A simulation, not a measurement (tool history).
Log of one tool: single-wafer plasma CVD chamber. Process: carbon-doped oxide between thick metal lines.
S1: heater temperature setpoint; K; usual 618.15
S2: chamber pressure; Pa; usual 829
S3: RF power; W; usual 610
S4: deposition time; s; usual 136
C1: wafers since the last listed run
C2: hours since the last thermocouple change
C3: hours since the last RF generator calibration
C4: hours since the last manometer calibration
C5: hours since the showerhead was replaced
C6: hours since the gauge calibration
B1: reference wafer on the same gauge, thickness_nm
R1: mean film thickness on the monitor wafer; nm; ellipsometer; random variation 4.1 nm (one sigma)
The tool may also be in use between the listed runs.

run 1 hour=0.0 | S1=611.15 S2=829 S3=610 S4=119 | C1=0 C2=1062.6 C3=1488.0 C4=2275.9 C5=3216.4 C6=96.1 | B1=864.138 | R1=695.346
run 2 hour=64.4 | S1=611.15 S2=829 S3=610 S4=119 | C1=731 C2=1127.0 C3=1552.4 C4=2340.3 C5=3280.8 C6=160.5 | B1=863.143 | R1=684.830
run 3 hour=129.1 | S1=611.15 S2=829 S3=610 S4=119 | C1=734 C2=1191.7 C3=1617.1 C4=2405.0 C5=3345.5 C6=225.2 | B1=862.710 | R1=694.615
run 4 hour=261.6 | S1=618.15 S2=829 S3=610 S4=136 | C1=1504 C2=1324.2 C3=1749.6 C4=2537.5 C5=3478.0 C6=357.7 | B1=862.043 | R1=773.247
run 5 hour=293.2 | S1=618.15 S2=829 S3=610 S4=136 | C1=358 C2=1355.8 C3=1781.2 C4=2569.1 C5=3509.6 C6=389.3 | B1=863.357 | R1=779.513
run 6 hour=325.6 | S1=618.15 S2=829 S3=610 S4=136 | C1=368 C2=1388.2 C3=1813.6 C4=2601.5 C5=3542.0 C6=421.7 | B1=864.484 | R1=774.155
-- hour=376.8 capacitance manometer re-zeroed and calibrated
run 7 hour=422.0 | S1=618.15 S2=829 S3=610 S4=136 | C1=1004 C2=1484.6 C3=1910.0 C4=45.2 C5=3638.4 C6=518.1 | B1=863.063 | R1=766.816
run 8 hour=470.9 | S1=618.15 S2=829 S3=680 S4=136 | C1=555 C2=1533.5 C3=1958.9 C4=94.1 C5=3687.3 C6=567.0 | B1=861.705 | R1=827.570
-- hour=481.0 RF generator calibrated
run 9 hour=539.1 | S1=618.15 S2=829 S3=680 S4=136 | C1=683 C2=1601.7 C3=58.1 C4=162.3 C5=3755.5 C6=635.2 | B1=862.787 | R1=865.927
run 10 hour=606.1 | S1=626.15 S2=829 S3=550 S4=136 | C1=760 C2=1668.7 C3=125.1 C4=229.3 C5=3822.5 C6=702.2 | B1=863.737 | R1=745.914
-- hour=659.8 gauge calibrated
run 11 hour=662.6 | S1=618.15 S2=829 S3=610 S4=136 | C1=641 C2=1725.2 C3=181.6 C4=285.8 C5=3879.0 C6=2.8 | B1=862.759 | R1=807.523
-- hour=691.3 thermocouple changed; heater temperature recalibrated
-- hour=699.0 showerhead replaced
run 12 hour=699.5 | S1=605.15 S2=829 S3=610 S4=136 | C1=240 C2=8.2 C3=218.5 C4=322.7 C5=0.5 C6=39.7 | B1=863.060 | R1=822.244
run 13 hour=742.7 | S1=618.15 S2=829 S3=610 S4=113 | C1=490 C2=51.4 C3=261.7 C4=365.9 C5=43.7 C6=82.9 | B1=862.524 | R1=664.510
run 14 hour=788.8 | S1=618.15 S2=829 S3=610 S4=136 | C1=523 C2=97.5 C3=307.8 C4=412.0 C5=89.8 C6=129.0 | B1=863.298 | R1=800.675
run 15 hour=845.0 | S1=611.15 S2=829 S3=610 S4=136 | C1=638 C2=153.7 C3=364.0 C4=468.2 C5=146.0 C6=185.2 | B1=863.674 | R1=814.114

Run 16 comes next. What will it give?
run 16 hour=872.8 | S1=618.15 S2=829 S3=710 S4=136 | C1=315 C2=181.5 C3=391.8 C4=496.0 C5=173.8 C6=213.0 | B1=? | R1=?

B1: 863.059
R1: 871.448 nm
Without the tool's hidden state the same run would have given R1 894.834 nm.

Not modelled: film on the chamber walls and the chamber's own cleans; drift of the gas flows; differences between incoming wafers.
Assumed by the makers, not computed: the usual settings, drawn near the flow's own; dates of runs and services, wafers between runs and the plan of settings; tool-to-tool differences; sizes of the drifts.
